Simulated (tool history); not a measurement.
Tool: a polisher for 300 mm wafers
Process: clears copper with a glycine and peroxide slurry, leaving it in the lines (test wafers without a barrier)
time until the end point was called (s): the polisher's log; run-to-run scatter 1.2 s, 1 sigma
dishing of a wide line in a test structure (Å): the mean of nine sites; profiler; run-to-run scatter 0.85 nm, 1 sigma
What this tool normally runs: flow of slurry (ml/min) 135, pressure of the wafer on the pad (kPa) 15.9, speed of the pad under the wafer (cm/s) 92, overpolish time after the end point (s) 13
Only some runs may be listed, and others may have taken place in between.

run,hour,flow of slurry (ml/min),pressure of the wafer on the pad (kPa),speed of the pad under the wafer (cm/s),overpolish time after the end point (s),wafers since the last listed run,wafers polished on this pad,hours since the slurry nozzle was cleaned,hours since the head pressure was calibrated,"incoming thickness of the incoming film, nm",time until the end point was called (s),dishing of a wide line in a test structure (Å)
1,0.0,135,15.9,92,13,0,304,65.9,173.5,552.7,111.2,443
2,32.6,135,15.9,92,13,237,541,98.5,206.1,554.9,114.5,471
3,78.3,135,15.9,92,13,332,874,144.2,251.8,555.9,112.9,432
4,141.3,135,15.9,92,13,458,1333,207.2,314.8,560.3,114.6,439
5,196.9,135,15.9,92,13,404,1737,262.8,370.4,554.7,114.2,449
# hour 334.5: worn pad replaced by a new one
6,408.4,135,15.9,92,13,1510,537,474.3,581.9,554.4,113.5,467
7,435.4,135,15.9,92,13,196,734,501.3,608.9,553.9,110.5,467
8,475.0,135,15.9,92,13,288,1022,540.9,648.5,558.6,114.0,441
9,527.8,135,15.9,92,13,384,1406,593.7,701.3,547.3,112.1,447
10,554.6,135,15.9,92,13,195,1601,620.5,728.1,558.8,116.4,443
# hour 569.8: slurry nozzle cleaned
11,592.8,135,15.9,92,13,270,1872,23.0,766.3,546.9,114.4,432
# hour 658.1: worn pad replaced by a new one
12,659.4,135,15.9,92,13,455,9,89.6,832.9,549.9,107.9,462
13,712.5,135,15.9,92,13,386,395,142.7,886.0,555.5,110.5,455
14,782.2,135,15.9,92,13,507,903,212.4,955.7,549.7,114.1,454
15,846.2,170,15.9,92,13,465,1369,276.4,1019.7,549.5,109.2,470
16,876.8,135,11.0,92,13,222,1591,307.0,1050.3,552.3,148.4,336
17,921.8,135,15.9,92,13,327,1919,352.0,1095.3,556.7,116.5,418
# hour 942.4: head pressure recalibrated
# hour 971.7: worn pad replaced by a new one
18,991.7,155,15.9,78,5,465,145,421.9,49.3,554.2,121.8,169
19,1051.5,155,11.7,80,16,435,581,481.7,109.1,561.7,153.8,410
20,1099.2,90,15.9,92,13,347,928,529.4,156.8,558.3,122.1,423
21,1125.7,170,15.9,116,13,192,1121,555.9,183.3,556.6,89.2,534
22,1175.4,135,15.9,92,13,361,1483,605.6,233.0,549.5,110.7,442
# hour 1200.4: slurry nozzle cleaned
23,1235.9,180,11.0,124,6,433,1916,35.5,293.5,554.9,113.9,214
24,1281.5,105,15.9,92,13,331,2248,81.1,339.1,553.4,122.2,414
# hour 1285.9: worn pad replaced by a new one
25,1319.4,135,15.9,62,13,246,243,119.0,377.0,550.3,150.7,360
26,1380.7,100,19.3,110,10,446,689,180.3,438.3,560.1,91.1,429
27,1427.5,135,15.9,92,13,340,1030,227.1,485.1,564.0,113.3,432
28,1634.9,135,15.9,118,11,1509,2540,434.5,692.5,555.3,97.3,451
# hour 1666.1: worn pad replaced by a new one
29,1675.3,135,11.7,62,13,264,66,474.9,732.9,553.2,180.7,296

Each row is a separate what-if for the run after 29, all from the same tool condition, not one after another. Results?
A,1675.8,135,15.9,92,13,3,70,475.4,733.4,549.7,?,?
B,1675.8,135,15.9,62,9,3,70,475.4,733.4,549.7,?,?
C,1675.8,90,11.0,110,15,3,70,475.4,733.4,549.7,?,?
D,1675.8,135,21.4,116,18,3,70,475.4,733.4,549.7,?,?
E,1675.8,170,15.9,122,10,3,70,475.4,733.4,549.7,?,?

run,time until the end point was called (s),dishing of a wide line in a test structure (Å)
A,110.5,445
B,148.3,245
C,141.8,398
D,71.5,838
E,84.4,445
Without the tool's unlogged condition, the same runs would have read:
run,time until the end point was called (s),dishing of a wide line in a test structure (Å)
A,109.9,447
B,147.5,247
C,141.0,399
D,71.1,842
E,83.9,447

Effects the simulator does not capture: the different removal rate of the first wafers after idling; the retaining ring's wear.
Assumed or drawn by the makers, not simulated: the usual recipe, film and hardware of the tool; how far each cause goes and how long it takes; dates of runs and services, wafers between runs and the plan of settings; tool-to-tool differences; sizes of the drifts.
